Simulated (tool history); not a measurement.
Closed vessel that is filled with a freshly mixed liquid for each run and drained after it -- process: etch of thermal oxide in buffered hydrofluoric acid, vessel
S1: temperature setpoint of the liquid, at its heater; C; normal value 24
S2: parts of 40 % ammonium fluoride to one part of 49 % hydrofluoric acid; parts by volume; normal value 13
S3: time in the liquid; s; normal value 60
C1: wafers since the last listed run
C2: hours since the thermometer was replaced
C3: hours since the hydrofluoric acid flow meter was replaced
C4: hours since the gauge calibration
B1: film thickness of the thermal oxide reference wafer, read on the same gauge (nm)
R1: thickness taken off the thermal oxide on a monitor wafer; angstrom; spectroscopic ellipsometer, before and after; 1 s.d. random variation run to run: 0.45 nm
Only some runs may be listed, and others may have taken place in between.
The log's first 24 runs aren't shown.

Run 25, hour 686.7: usual settings but S1 25.5 C, S2 16 parts by volume, S3 50 s; C1 3692; C2 321.9; C3 42.2; C4 207.7; B1 110. Result: R1 368.1 angstrom.
Run 26, hour 717.6: usual settings; C1 3467; C2 352.8; C3 73.1; C4 238.6; B1 110. Result: R1 494.4 angstrom.
Run 27, hour 750.2: usual settings but S1 21 C, S3 80 s; C1 3658; C2 385.4; C3 105.7; C4 271.2; B1 110.01. Result: R1 552.6 angstrom.
Run 28, hour 769.8: usual settings but S1 20.5 C, S2 10 parts by volume, S3 35 s; C1 2199; C2 405; C3 125.3; C4 290.8; B1 110.01. Result: R1 311.3 angstrom.
Run 29, hour 798.2: usual settings but S1 28 C, S2 18 parts by volume, S3 30 s; C1 3187; C2 433.4; C3 153.7; C4 319.2; B1 110.01. Result: R1 220.7 angstrom.
Run 30, hour 811.3: usual settings but S1 22.5 C, S2 8.5 parts by volume, S3 35 s; C1 1470; C2 446.5; C3 166.8; C4 332.3; B1 109.97. Result: R1 392.8 angstrom.
Run 31, hour 840.6: usual settings but S1 28 C, S2 11.5 parts by volume, S3 40 s; C1 3288; C2 475.8; C3 196.1; C4 361.6; B1 110.01. Result: R1 464.9 angstrom.
Run 32, hour 875: usual settings but S1 21.5 C, S2 17.5 parts by volume; C1 3860; C2 510.2; C3 230.5; C4 396; B1 110.03. Result: R1 315.2 angstrom.

Forecast each of these 5 alternatives for the next run:
Run A, hour 875.7: usual settings but S2 8 parts by volume; C1 78; C2 510.9; C3 231.2; C4 396.7; B1 ?. Result: R1 ?.
Run B, hour 875.7: usual settings but S1 22.5 C, S2 17.5 parts by volume, S3 95 s; C1 78; C2 510.9; C3 231.2; C4 396.7; B1 ?. Result: R1 ?.
Run C, hour 875.7: usual settings but S1 22 C, S3 45 s; C1 78; C2 510.9; C3 231.2; C4 396.7; B1 ?. Result: R1 ?.
Run D, hour 875.7: usual settings but S1 26 C, S3 30 s; C1 78; C2 510.9; C3 231.2; C4 396.7; B1 ?. Result: R1 ?.
Run E, hour 875.7: usual settings but S1 21 C, S2 15.5 parts by volume; C1 78; C2 510.9; C3 231.2; C4 396.7; B1 ?. Result: R1 ?.

run   B1     R1
  A  110    771
  B  110    535
  C  110  330.2
  D  110    274
  E  110  350.4
Without the tool's unlogged condition, the same runs would have read:
run     R1
  A    791
  B  549.1
  C  338.9
  D  281.1
  E  359.7
